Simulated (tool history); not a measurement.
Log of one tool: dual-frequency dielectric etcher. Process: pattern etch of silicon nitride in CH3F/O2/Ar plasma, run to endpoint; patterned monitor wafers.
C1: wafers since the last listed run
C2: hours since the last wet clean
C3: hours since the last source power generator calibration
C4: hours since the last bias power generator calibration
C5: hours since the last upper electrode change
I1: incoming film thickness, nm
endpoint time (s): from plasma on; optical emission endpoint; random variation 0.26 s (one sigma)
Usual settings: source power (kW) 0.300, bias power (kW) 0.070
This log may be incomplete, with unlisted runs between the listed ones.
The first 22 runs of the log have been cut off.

{"hour": 568.0, "done": "upper electrode replaced"}
{"run": 23, "hour": 569.5, "source power (kW)": 0.27, "bias power (kW)": 0.076, "C1": 118, "C2": 305.6, "C3": 2460.6, "C4": 115.1, "C5": 1.5, "I1": 29.58, "endpoint time (s)": 47.4}
{"run": 24, "hour": 601.0, "source power (kW)": 0.3, "bias power (kW)": 0.07, "C1": 524, "C2": 337.1, "C3": 2492.1, "C4": 146.6, "C5": 33.0, "I1": 29.93, "endpoint time (s)": 48.0}
{"run": 25, "hour": 618.7, "source power (kW)": 0.3, "bias power (kW)": 0.07, "C1": 294, "C2": 354.8, "C3": 2509.8, "C4": 164.3, "C5": 50.7, "I1": 29.57, "endpoint time (s)": 48.1}
{"run": 26, "hour": 635.1, "source power (kW)": 0.25, "bias power (kW)": 0.07, "C1": 273, "C2": 371.2, "C3": 2526.2, "C4": 180.7, "C5": 67.1, "I1": 29.88, "endpoint time (s)": 51.9}
{"run": 27, "hour": 658.2, "source power (kW)": 0.33, "bias power (kW)": 0.075, "C1": 384, "C2": 394.3, "C3": 2549.3, "C4": 203.8, "C5": 90.2, "I1": 29.75, "endpoint time (s)": 43.9}
{"hour": 664.4, "done": "source power generator calibrated"}
{"run": 28, "hour": 676.2, "source power (kW)": 0.3, "bias power (kW)": 0.053, "C1": 233, "C2": 412.3, "C3": 11.8, "C4": 221.8, "C5": 108.2, "I1": 29.67, "endpoint time (s)": 55.6}
{"run": 29, "hour": 705.6, "source power (kW)": 0.32, "bias power (kW)": 0.082, "C1": 489, "C2": 441.7, "C3": 41.2, "C4": 251.2, "C5": 137.6, "I1": 29.99, "endpoint time (s)": 42.9}
{"run": 30, "hour": 739.4, "source power (kW)": 0.33, "bias power (kW)": 0.081, "C1": 562, "C2": 475.5, "C3": 75.0, "C4": 285.0, "C5": 171.4, "I1": 29.94, "endpoint time (s)": 42.6}
{"run": 31, "hour": 770.3, "source power (kW)": 0.25, "bias power (kW)": 0.064, "C1": 514, "C2": 506.4, "C3": 105.9, "C4": 315.9, "C5": 202.3, "I1": 29.43, "endpoint time (s)": 53.3}
{"hour": 803.8, "done": "wet clean of the chamber"}
{"run": 32, "hour": 804.3, "source power (kW)": 0.27, "bias power (kW)": 0.086, "C1": 166, "C2": 0.5, "C3": 139.9, "C4": 349.9, "C5": 236.3, "I1": 29.73, "endpoint time (s)": 47.0}
{"run": 33, "hour": 820.4, "source power (kW)": 0.3, "bias power (kW)": 0.064, "C1": 268, "C2": 16.6, "C3": 156.0, "C4": 366.0, "C5": 252.4, "I1": 29.95, "endpoint time (s)": 52.3}
{"run": 34, "hour": 845.4, "source power (kW)": 0.35, "bias power (kW)": 0.059, "C1": 416, "C2": 41.6, "C3": 181.0, "C4": 391.0, "C5": 277.4, "I1": 29.48, "endpoint time (s)": 50.8}

4 options for the next run, each taken on its own from the tool as it stands now. Forecast them:
{"run": "A", "hour": 845.8, "source power (kW)": 0.3, "bias power (kW)": 0.063, "C1": 6, "C2": 42.0, "C3": 181.4, "C4": 391.4, "C5": 277.8, "I1": 29.99, "endpoint time (s)": "?"}
{"run": "B", "hour": 845.8, "source power (kW)": 0.28, "bias power (kW)": 0.07, "C1": 6, "C2": 42.0, "C3": 181.4, "C4": 391.4, "C5": 277.8, "I1": 29.99, "endpoint time (s)": "?"}
{"run": "C", "hour": 845.8, "source power (kW)": 0.26, "bias power (kW)": 0.063, "C1": 6, "C2": 42.0, "C3": 181.4, "C4": 391.4, "C5": 277.8, "I1": 29.99, "endpoint time (s)": "?"}
{"run": "D", "hour": 845.8, "source power (kW)": 0.26, "bias power (kW)": 0.084, "C1": 6, "C2": 42.0, "C3": 181.4, "C4": 391.4, "C5": 277.8, "I1": 29.99, "endpoint time (s)": "?"}

run=A endpoint_time_(s)=52.9
run=B endpoint_time_(s)=51.4
run=C endpoint_time_(s)=56.1
run=D endpoint_time_(s)=48.1
What these runs would have given with no unlogged condition in the tool:
run=A endpoint_time_(s)=53.0
run=B endpoint_time_(s)=51.6
run=C endpoint_time_(s)=56.2
run=D endpoint_time_(s)=48.3
